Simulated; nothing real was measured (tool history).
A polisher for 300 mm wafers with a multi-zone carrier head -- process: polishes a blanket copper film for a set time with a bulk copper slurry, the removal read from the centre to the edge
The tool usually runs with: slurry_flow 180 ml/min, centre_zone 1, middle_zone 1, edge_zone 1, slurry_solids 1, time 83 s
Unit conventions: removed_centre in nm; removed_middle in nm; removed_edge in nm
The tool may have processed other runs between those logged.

| run | hour | slurry_flow | centre_zone | middle_zone | edge_zone | slurry_solids | time | incoming thickness of the incoming film, nm | removed_centre | removed_middle | removed_edge |
|---|---|---|---|---|---|---|---|---|---|---|---|
| 1 | 0 | 180 | 1 | 1 | 1 | 1.15 | 83 | 4160.1 | 882.8 | 781.2 | 792 |
| 2 | 48.8 | 180 | 1 | 1 | 1 | 1.15 | 83 | 4241.1 | 900.5 | 771 | 781.3 |
| 3 | 73.5 | 180 | 1 | 1 | 1 | 1.15 | 83 | 4209.9 | 913.8 | 788 | 782.8 |
|  | 84.5 | centre zone pressure recalibrated |
| 4 | 142.7 | 180 | 1 | 1 | 1.1 | 1 | 64 | 4203.8 | 608.4 | 589.6 | 616.8 |
| 5 | 168.3 | 180 | 1 | 1 | 1 | 0.75 | 97 | 4258.5 | 874.1 | 846.4 | 857.1 |
| 6 | 194.5 | 180 | 1.07 | 1 | 0.94 | 1.2 | 66 | 4267.1 | 694 | 624.4 | 632.5 |
|  | 229.5 | slurry nozzle cleaned |
| 7 | 230 | 180 | 1.06 | 1 | 0.91 | 1 | 83 | 4145.2 | 837.4 | 768.3 | 746.6 |
|  | 261.2 | worn pad replaced by a new one |
| 8 | 298.8 | 230 | 1 | 1 | 1 | 1 | 60 | 4182.7 | 590.2 | 568 | 573.7 |
|  | 321.6 | edge zone pressure recalibrated |
| 9 | 339 | 180 | 1.06 | 1 | 1.07 | 1 | 83 | 4254.6 | 842.8 | 763.4 | 780.3 |
| 10 | 409.7 | 180 | 1 | 1 | 1 | 0.9 | 65 | 4189 | 623.5 | 581.4 | 607.4 |
| 11 | 453.9 | 180 | 1 | 1 | 1 | 1 | 62 | 4229.5 | 610.8 | 562.1 | 579.5 |
| 12 | 518 | 180 | 1.04 | 1 | 1 | 1 | 83 | 4254.4 | 872.7 | 771.1 | 786.1 |
|  | 547.8 | carrier head's membrane replaced by a new one |
| 13 | 578.4 | 180 | 1 | 1.08 | 1 | 1 | 83 | 4190.5 | 849.2 | 793.5 | 772.1 |
|  | 588.6 | worn pad replaced by a new one |
| 14 | 629.7 | 180 | 1 | 1.04 | 1 | 1 | 83 | 4156.4 | 827.1 | 793.3 | 779.8 |
| 15 | 684.7 | 180 | 1 | 0.88 | 0.9 | 0.8 | 106 | 4130.1 | 1047.1 | 847.2 | 929.9 |
| 16 | 738.4 | 225 | 1 | 1 | 1 | 0.9 | 83 | 4141.4 | 861.8 | 761.3 | 780.5 |
|  | 795.4 | centre zone pressure recalibrated |
| 17 | 796.5 | 180 | 1 | 1 | 1 | 1 | 83 | 4212 | 796 | 749.1 | 786.1 |
| 18 | 860.2 | 180 | 1 | 1.07 | 1 | 1 | 83 | 4288.6 | 803.6 | 793.7 | 766.9 |
| 19 | 931.9 | 180 | 1.06 | 1 | 0.91 | 1 | 83 | 4238 | 861.1 | 764.7 | 751.3 |
|  | 950.9 | worn pad replaced by a new one |
| 20 | 981.5 | 180 | 1 | 1 | 1 | 1 | 83 | 4160.5 | 804.4 | 775.1 | 771.3 |
| 21 | 1044 | 180 | 1 | 1 | 1 | 1 | 83 | 4253.3 | 815.2 | 759.9 | 780 |
| 22 | 1068 | 210 | 1 | 1 | 0.9 | 0.85 | 83 | 4218.3 | 803.9 | 761.9 | 742.2 |

Forecast each of these 3 alternatives for the next run:
| A | 1068.4 | 180 | 1 | 0.95 | 1 | 1 | 83 | 4135.2 | ? | ? | ? |
| B | 1068.4 | 180 | 1 | 0.92 | 1 | 1 | 83 | 4135.2 | ? | ? | ? |
| C | 1068.4 | 140 | 1 | 1 | 1 | 1 | 95 | 4135.2 | ? | ? | ? |

| run | removed_centre | removed_middle | removed_edge |
|---|---|---|---|
| A | 838.4 | 735.6 | 771.1 |
| B | 838.2 | 720.3 | 771.3 |
| C | 933.7 | 849.7 | 866.4 |
Without the tool's hidden state the same runs would have given:
| run | removed_centre | removed_middle | removed_edge |
|---|---|---|---|
| A | 806.9 | 735.7 | 771.1 |
| B | 806.7 | 720.5 | 771.3 |
| C | 898.6 | 849.9 | 866.4 |
